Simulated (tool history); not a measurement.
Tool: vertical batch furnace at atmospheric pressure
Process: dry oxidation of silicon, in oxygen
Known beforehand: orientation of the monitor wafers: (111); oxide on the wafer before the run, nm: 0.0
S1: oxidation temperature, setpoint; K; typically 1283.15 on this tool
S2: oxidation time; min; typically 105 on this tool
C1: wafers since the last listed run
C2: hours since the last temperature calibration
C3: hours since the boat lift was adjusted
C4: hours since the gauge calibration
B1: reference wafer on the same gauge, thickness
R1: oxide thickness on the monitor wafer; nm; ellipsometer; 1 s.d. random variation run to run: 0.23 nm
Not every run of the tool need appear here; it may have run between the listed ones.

{"run": 1, "hour": 0.0, "S1": 1283.15, "S2": 105, "C1": 0, "C2": 2278.9, "C3": 1449.8, "C4": 1416.2, "B1": 94.95, "R1": 100}
{"run": 2, "hour": 72.9, "S1": 1283.15, "S2": 105, "C1": 972, "C2": 2351.8, "C3": 1522.7, "C4": 1489.1, "B1": 95.11, "R1": 100.09}
{"run": 3, "hour": 176.1, "S1": 1296.15, "S2": 131, "C1": 1377, "C2": 2455, "C3": 1625.9, "C4": 1592.3, "B1": 94.98, "R1": 125.12}
{"run": 4, "hour": 247.0, "S1": 1271.15, "S2": 142.5, "C1": 946, "C2": 2525.9, "C3": 1696.8, "C4": 1663.2, "B1": 94.92, "R1": 111.89}
{"run": 5, "hour": 300.3, "S1": 1271.15, "S2": 142.5, "C1": 711, "C2": 2579.2, "C3": 1750.1, "C4": 1716.5, "B1": 95.02, "R1": 111.5}
{"run": 6, "hour": 396.2, "S1": 1271.15, "S2": 142.5, "C1": 1279, "C2": 2675.1, "C3": 1846, "C4": 1812.4, "B1": 95, "R1": 111.29}
{"run": 7, "hour": 488.9, "S1": 1283.15, "S2": 105, "C1": 1237, "C2": 2767.8, "C3": 1938.7, "C4": 1905.1, "B1": 94.98, "R1": 99.75}
{"run": 8, "hour": 530.7, "S1": 1283.15, "S2": 105, "C1": 557, "C2": 2809.6, "C3": 1980.5, "C4": 1946.9, "B1": 94.93, "R1": 99.9}
{"run": 9, "hour": 580.6, "S1": 1283.15, "S2": 105, "C1": 665, "C2": 2859.5, "C3": 2030.4, "C4": 1996.8, "B1": 94.95, "R1": 100.34}
{"run": 10, "hour": 650.8, "S1": 1270.15, "S2": 105, "C1": 936, "C2": 2929.7, "C3": 2100.6, "C4": 2067, "B1": 94.96, "R1": 90.7}
{"run": 11, "hour": 753.1, "S1": 1270.15, "S2": 105, "C1": 1365, "C2": 3032, "C3": 2202.9, "C4": 2169.3, "B1": 95.03, "R1": 91.11}
{"run": 12, "hour": 791.9, "S1": 1270.15, "S2": 105, "C1": 517, "C2": 3070.8, "C3": 2241.7, "C4": 2208.1, "B1": 94.99, "R1": 90.99}
{"run": 13, "hour": 853.9, "S1": 1283.15, "S2": 105, "C1": 827, "C2": 3132.8, "C3": 2303.7, "C4": 2270.1, "B1": 94.98, "R1": 99.07}
{"run": 14, "hour": 954.7, "S1": 1283.15, "S2": 105, "C1": 1345, "C2": 3233.6, "C3": 2404.5, "C4": 2370.9, "B1": 95, "R1": 99.72}
{"run": 15, "hour": 1053.5, "S1": 1283.15, "S2": 105, "C1": 1318, "C2": 3332.4, "C3": 2503.3, "C4": 2469.7, "B1": 94.99, "R1": 99.64}
{"run": 16, "hour": 1147.4, "S1": 1283.15, "S2": 105, "C1": 1253, "C2": 3426.3, "C3": 2597.2, "C4": 2563.6, "B1": 95.01, "R1": 99.5}
{"run": 17, "hour": 1193.7, "S1": 1283.15, "S2": 105, "C1": 617, "C2": 3472.6, "C3": 2643.5, "C4": 2609.9, "B1": 95.03, "R1": 99.54}
{"run": 18, "hour": 1232.4, "S1": 1283.15, "S2": 105, "C1": 516, "C2": 3511.3, "C3": 2682.2, "C4": 2648.6, "B1": 95.04, "R1": 99.48}
{"run": 19, "hour": 1278.5, "S1": 1283.15, "S2": 105, "C1": 615, "C2": 3557.4, "C3": 2728.3, "C4": 2694.7, "B1": 95.01, "R1": 99.11}
{"run": 20, "hour": 1561.5, "S1": 1283.15, "S2": 105, "C1": 3776, "C2": 3840.4, "C3": 3011.3, "C4": 2977.7, "B1": 95.02, "R1": 99.04}
{"run": 21, "hour": 1643.5, "S1": 1283.15, "S2": 105, "C1": 1094, "C2": 3922.4, "C3": 3093.3, "C4": 3059.7, "B1": 95.01, "R1": 98.77}
{"run": 22, "hour": 1697.4, "S1": 1291.15, "S2": 129, "C1": 719, "C2": 3976.3, "C3": 3147.2, "C4": 3113.6, "B1": 95.03, "R1": 119.06}
{"run": 23, "hour": 1764.4, "S1": 1303.15, "S2": 83.5, "C1": 894, "C2": 4043.3, "C3": 3214.2, "C4": 3180.6, "B1": 94.94, "R1": 97.67}
{"hour": 1829.0, "done": "thermocouples replaced and temperature profile calibrated"}
{"run": 24, "hour": 1829.5, "S1": 1270.15, "S2": 120.5, "C1": 548, "C2": 0.5, "C3": 3279.3, "C4": 3245.7, "B1": 94.98, "R1": 98.43}
{"run": 25, "hour": 1869.4, "S1": 1273.15, "S2": 149.5, "C1": 532, "C2": 40.4, "C3": 3319.2, "C4": 3285.6, "B1": 95.11, "R1": 115.2}
{"run": 26, "hour": 1941.3, "S1": 1283.15, "S2": 105, "C1": 959, "C2": 112.3, "C3": 3391.1, "C4": 3357.5, "B1": 95, "R1": 98.36}
{"hour": 1952.6, "done": "gauge calibrated"}
{"hour": 2276.7, "done": "boat lift adjusted"}
{"run": 27, "hour": 2277.2, "S1": 1283.15, "S2": 105, "C1": 4162, "C2": 448.2, "C3": 0.5, "C4": 324.6, "B1": 94.93, "R1": 100.99}
{"run": 28, "hour": 2333.0, "S1": 1262.15, "S2": 143.5, "C1": 744, "C2": 504, "C3": 56.3, "C4": 380.4, "B1": 95.02, "R1": 106.59}
{"run": 29, "hour": 2388.5, "S1": 1294.15, "S2": 76, "C1": 740, "C2": 559.5, "C3": 111.8, "C4": 435.9, "B1": 94.89, "R1": 88.85}
{"run": 30, "hour": 2448.3, "S1": 1292.15, "S2": 105, "C1": 798, "C2": 619.3, "C3": 171.6, "C4": 495.7, "B1": 95.04, "R1": 107.73}
{"run": 31, "hour": 2490.1, "S1": 1291.15, "S2": 70.5, "C1": 557, "C2": 661.1, "C3": 213.4, "C4": 537.5, "B1": 95.02, "R1": 82.89}
{"run": 32, "hour": 2531.2, "S1": 1283.15, "S2": 60.5, "C1": 548, "C2": 702.2, "C3": 254.5, "C4": 578.6, "B1": 94.95, "R1": 70.8}
{"run": 33, "hour": 2627.0, "S1": 1259.15, "S2": 105, "C1": 1278, "C2": 798, "C3": 350.3, "C4": 674.4, "B1": 95, "R1": 85.21}
{"run": 34, "hour": 2664.8, "S1": 1266.15, "S2": 73.5, "C1": 504, "C2": 835.8, "C3": 388.1, "C4": 712.2, "B1": 94.98, "R1": 70.99}
{"run": 35, "hour": 2768.3, "S1": 1259.15, "S2": 121.5, "C1": 1381, "C2": 939.3, "C3": 491.6, "C4": 815.7, "B1": 95.01, "R1": 93.61}
{"run": 36, "hour": 2829.8, "S1": 1272.15, "S2": 123.5, "C1": 820, "C2": 1000.8, "C3": 553.1, "C4": 877.2, "B1": 94.97, "R1": 103.99}
{"run": 37, "hour": 2869.2, "S1": 1268.15, "S2": 147, "C1": 525, "C2": 1040.2, "C3": 592.5, "C4": 916.6, "B1": 95.03, "R1": 112.92}
{"run": 38, "hour": 3021.9, "S1": 1258.15, "S2": 86, "C1": 2037, "C2": 1192.9, "C3": 745.2, "C4": 1069.3, "B1": 95.04, "R1": 74.32}
{"run": 39, "hour": 3064.8, "S1": 1268.15, "S2": 88, "C1": 572, "C2": 1235.8, "C3": 788.1, "C4": 1112.2, "B1": 95.04, "R1": 80.36}
{"run": 40, "hour": 3148.1, "S1": 1294.15, "S2": 123, "C1": 1111, "C2": 1319.1, "C3": 871.4, "C4": 1195.5, "B1": 94.96, "R1": 120.59}

Branching from run 40: 3 alternative next runs. What would each branch give?
{"run": "A", "hour": 3152.9, "S1": 1283.15, "S2": 105, "C1": 64, "C2": 1323.9, "C3": 876.2, "C4": 1200.3, "B1": "?", "R1": "?"}
{"run": "B", "hour": 3152.9, "S1": 1265.15, "S2": 119, "C1": 64, "C2": 1323.9, "C3": 876.2, "C4": 1200.3, "B1": "?", "R1": "?"}
{"run": "C", "hour": 3152.9, "S1": 1298.15, "S2": 121.5, "C1": 64, "C2": 1323.9, "C3": 876.2, "C4": 1200.3, "B1": "?", "R1": "?"}

run=A B1=95.01 R1=100.48
run=B B1=95.01 R1=95.79
run=C B1=95.01 R1=121.68
Had the tool no hidden state, the same runs would have come out as:
run=A R1=100.7
run=B R1=96
run=C R1=121.91
